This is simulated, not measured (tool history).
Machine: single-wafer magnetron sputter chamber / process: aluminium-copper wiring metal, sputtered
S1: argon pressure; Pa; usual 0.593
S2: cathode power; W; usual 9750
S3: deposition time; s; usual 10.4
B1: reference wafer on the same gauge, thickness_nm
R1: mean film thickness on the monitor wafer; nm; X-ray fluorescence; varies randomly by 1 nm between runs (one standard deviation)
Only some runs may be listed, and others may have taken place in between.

run	hour	S1	S2	S3	B1	R1
1	0.0	0.593	9750	10.4	192.931	165.211
2	15.3	0.593	9750	10.4	193.228	164.815
3	29.6	0.593	9750	10.4	193.022	164.893
4	40.9	0.593	9750	10.4	193.052	165.921
5	58.3	0.593	9750	10.4	192.564	166.749
6	67.2	0.593	9750	10.4	192.739	164.226
7	76.7	0.685	9750	10.4	192.664	159.421
8	98.0	0.593	11300	10.4	193.146	189.832
9	113.3	0.593	11300	10.4	193.005	191.434
10	128.7	0.593	11300	10.4	192.833	189.554
11	140.8	0.593	9750	10.4	192.765	163.922
# hour 155.8: gauge calibrated
12	157.9	0.593	9750	11.3	192.714	177.613
13	166.2	0.593	9750	11.3	193.272	177.908
14	174.4	0.593	9750	10.4	193.021	164.947
15	186.7	0.688	11800	9.0	193.410	164.723
# hour 198.9: sputter target and shields replaced
16	199.4	0.593	9750	10.4	193.030	169.181
17	237.4	0.412	10550	12.2	192.982	232.999
18	251.1	0.776	8000	11.0	193.226	136.900
19	258.1	0.593	9750	10.0	193.053	161.114
20	272.7	0.593	9750	10.4	192.354	166.587
# hour 284.4: magnet pack replaced
21	289.3	0.407	11600	9.6	193.081	195.268
22	306.6	0.386	11150	8.7	192.811	171.906
23	315.1	0.479	11300	12.3	193.151	239.008
# hour 329.7: capacitance manometer re-zeroed and calibrated
24	363.0	0.668	7600	10.4	192.858	126.359
25	377.1	0.593	9050	11.3	192.704	168.633
26	387.3	0.593	9750	10.4	193.235	163.985
27	400.6	0.593	7350	11.8	193.249	139.366
28	408.6	0.593	7800	10.4	193.033	132.047
29	418.0	0.593	10400	8.4	193.030	142.692
30	435.2	0.593	9750	10.4	192.859	165.457
31	451.2	0.593	9750	10.4	192.855	163.652
32	457.4	0.593	7850	9.6	193.272	121.298
33	473.8	0.816	12150	9.3	192.944	170.661
34	489.8	0.593	11350	9.5	192.691	175.029

The tool's hidden state at each run:
true argon pressure above the setpoint (%): 0 on each run
gauge reads high (%): 0 on each run
H1: deposition rate above that of a new target (%)
run	H1
1	-3.49
2	-3.63
3	-3.74
4	-3.83
5	-3.94
6	-3.99
7	-4.04
8	-4.15
9	-4.22
10	-4.28
11	-4.32
12	-4.38
13	-4.4
14	-4.42
15	-4.45
16	-0.085
17	-1.22
18	-1.56
19	-1.72
20	-2.03
21	-2.34
22	-2.63
23	-2.76
24	-3.36
25	-3.5
26	-3.59
27	-3.7
28	-3.76
29	-3.83
30	-3.94
31	-4.04
32	-4.07
33	-4.15
34	-4.22
